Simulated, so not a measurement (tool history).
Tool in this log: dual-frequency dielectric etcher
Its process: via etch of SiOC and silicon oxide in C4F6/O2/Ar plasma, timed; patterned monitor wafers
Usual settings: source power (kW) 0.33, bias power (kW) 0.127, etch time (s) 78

run   hour  source power (kW)  bias power (kW)  etch time (s)  wafers since the last listed run  hours since the last wet clean  hours since the last source power generator calibration  hours since the last bias power generator calibration  hours since the last upper electrode change  hours since the gauge calibration  read-back reference wafer on the same gauge, depth_nm  mean etch depth across the wafer (angstrom)
  1      0               0.37            0.127             78                                 0                            40.7                                                   2343.4                                                 1241.6                                       5770.8                              208.9                                                   58.2                                          694
  2   61.4               0.37            0.127             78                               583                           102.1                                                   2404.8                                                   1303                                       5832.2                              270.3                                                   58.1                                          687
  3   87.1               0.33            0.139             78                               244                           127.8                                                   2430.5                                                 1328.7                                       5857.9                                296                                                   58.1                                          675
  4    136               0.33            0.139             78                               464                           176.7                                                   2479.4                                                 1377.6                                       5906.8                              344.9                                                   58.1                                          660
  5  174.9               0.33            0.127             78                               369                           215.6                                                   2518.3                                                 1416.5                                       5945.7                              383.8                                                   58.1                                          646
  6  208.5               0.33            0.127             78                               319                           249.2                                                   2551.9                                                 1450.1                                       5979.3                              417.4                                                     58                                          643
     220.8  -- source power generator calibrated
     268.8  -- upper electrode replaced
     280.5  -- wet clean of the chamber
  7    281               0.33            0.127             78                               312                             0.5                                                     60.2                                                 1522.6                                         12.2                              489.9                                                   58.2                                          672
  8    338               0.28            0.127             78                               541                            57.5                                                    117.2                                                 1579.6                                         69.2                              546.9                                                   58.1                                          626
  9  402.2               0.27            0.127             78                               609                           121.7                                                    181.4                                                 1643.8                                        133.4                              611.1                                                   58.2                                          607
 10  453.1               0.38             0.11          101.5                               483                           172.6                                                    232.3                                                 1694.7                                        184.3                                662                                                     58                                          893
     460.9  -- gauge calibrated
     493.8  -- bias power generator calibrated
 11  500.6               0.29            0.102             78                               413                           220.1                                                    279.8                                                    6.8                                        231.8                               39.7                                                   58.2                                          593
 12  528.6               0.33            0.106             78                               265                           248.1                                                    307.8                                                   34.8                                        259.8                               67.7                                                   58.1                                          628
 13  588.1               0.39            0.102             90                               565                           307.6                                                    367.3                                                   94.3                                        319.3                              127.2                                                   58.2                                          762
     655.2  -- wet clean of the chamber
 14  657.4               0.35            0.139             84                               430                             2.2                                                    436.6                                                  163.6                                        388.6                              196.5                                                   58.1                                          760
 15    697               0.33            0.127             78                               376                            41.8                                                    476.2                                                  203.2                                        428.2                              236.1                                                   58.1                                          669
 16  723.9               0.35            0.127             78                               255                            68.7                                                    503.1                                                  230.1                                        455.1                                263                                                   58.1                                          678

Below are 3 alternative next runs, each starting from the tool's condition after run 16. Predict each:
  A  724.3               0.33            0.127             78                                 3                            69.1                                                    503.5                                                  230.5                                        455.5                              263.4                                                      ?                                            ?
  B  724.3               0.39            0.127             78                                 3                            69.1                                                    503.5                                                  230.5                                        455.5                              263.4                                                      ?                                            ?
  C  724.3               0.33            0.095             96                                 3                            69.1                                                    503.5                                                  230.5                                        455.5                              263.4                                                      ?                                            ?

run  read-back reference wafer on the same gauge, depth_nm  mean etch depth across the wafer (angstrom)
  A                                                   58.1                                          661
  B                                                   58.1                                          711
  C                                                   58.1                                          754
What these runs would have given with no unlogged condition in the tool:
run  mean etch depth across the wafer (angstrom)
  A                                          665
  B                                          716
  C                                          759
